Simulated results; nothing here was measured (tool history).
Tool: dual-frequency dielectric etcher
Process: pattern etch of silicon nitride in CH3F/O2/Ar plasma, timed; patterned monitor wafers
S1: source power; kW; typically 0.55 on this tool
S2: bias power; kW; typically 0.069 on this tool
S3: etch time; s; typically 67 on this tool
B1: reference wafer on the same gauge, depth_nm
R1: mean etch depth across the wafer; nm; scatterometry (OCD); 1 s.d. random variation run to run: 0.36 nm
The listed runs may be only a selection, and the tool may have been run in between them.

{"run": 1, "hour": 0.0, "S1": 0.55, "S2": 0.069, "S3": 67, "B1": 51.6, "R1": 52}
{"run": 2, "hour": 24.1, "S1": 0.55, "S2": 0.069, "S3": 67, "B1": 51.4, "R1": 52.1}
{"run": 3, "hour": 67.6, "S1": 0.55, "S2": 0.069, "S3": 67, "B1": 51.5, "R1": 52.5}
{"run": 4, "hour": 135.9, "S1": 0.51, "S2": 0.069, "S3": 67, "B1": 51.6, "R1": 50.8}
{"run": 5, "hour": 181.7, "S1": 0.51, "S2": 0.069, "S3": 67, "B1": 51.6, "R1": 51.3}
{"run": 6, "hour": 282.8, "S1": 0.51, "S2": 0.069, "S3": 67, "B1": 51.6, "R1": 51.5}
{"run": 7, "hour": 328.2, "S1": 0.55, "S2": 0.069, "S3": 67, "B1": 51.4, "R1": 53.4}
{"hour": 360.7, "done": "gauge calibrated"}
{"run": 8, "hour": 373.4, "S1": 0.44, "S2": 0.069, "S3": 77, "B1": 51.6, "R1": 56}
{"run": 9, "hour": 419.1, "S1": 0.55, "S2": 0.064, "S3": 67, "B1": 51.5, "R1": 51.6}
{"run": 10, "hour": 468.6, "S1": 0.68, "S2": 0.069, "S3": 50.5, "B1": 51.6, "R1": 44.2}
{"run": 11, "hour": 492.6, "S1": 0.61, "S2": 0.069, "S3": 67, "B1": 51.5, "R1": 56.8}
{"hour": 499.9, "done": "source power generator calibrated"}
{"hour": 560.6, "done": "upper electrode replaced"}
{"run": 12, "hour": 561.1, "S1": 0.61, "S2": 0.069, "S3": 67, "B1": 51.5, "R1": 56.8}
{"hour": 584.7, "done": "bias power generator calibrated"}
{"hour": 600.7, "done": "wet clean of the chamber"}
{"run": 13, "hour": 601.2, "S1": 0.55, "S2": 0.069, "S3": 56, "B1": 51.5, "R1": 43.9}
{"run": 14, "hour": 689.5, "S1": 0.63, "S2": 0.074, "S3": 54, "B1": 51.5, "R1": 46.1}
{"run": 15, "hour": 754.9, "S1": 0.55, "S2": 0.069, "S3": 56, "B1": 51.6, "R1": 43.9}

For each run, what was the tool's unlogged condition?
source power that arrives over what is set, %: 0, the same for each run
bias power that arrives over what is set, %: 0, the same for each run
gauge reads high (%): 0, the same for each run
H1: etch rate over this chamber's usual, %
run=1 H1=-0.0433
run=2 H1=0.17
run=3 H1=0.554
run=4 H1=1.16
run=5 H1=1.56
run=6 H1=2.46
run=7 H1=2.86
run=8 H1=3.26
run=9 H1=3.66
run=10 H1=4.1
run=11 H1=4.31
run=12 H1=4.91
run=13 H1=0.398
run=14 H1=1.18
run=15 H1=1.76
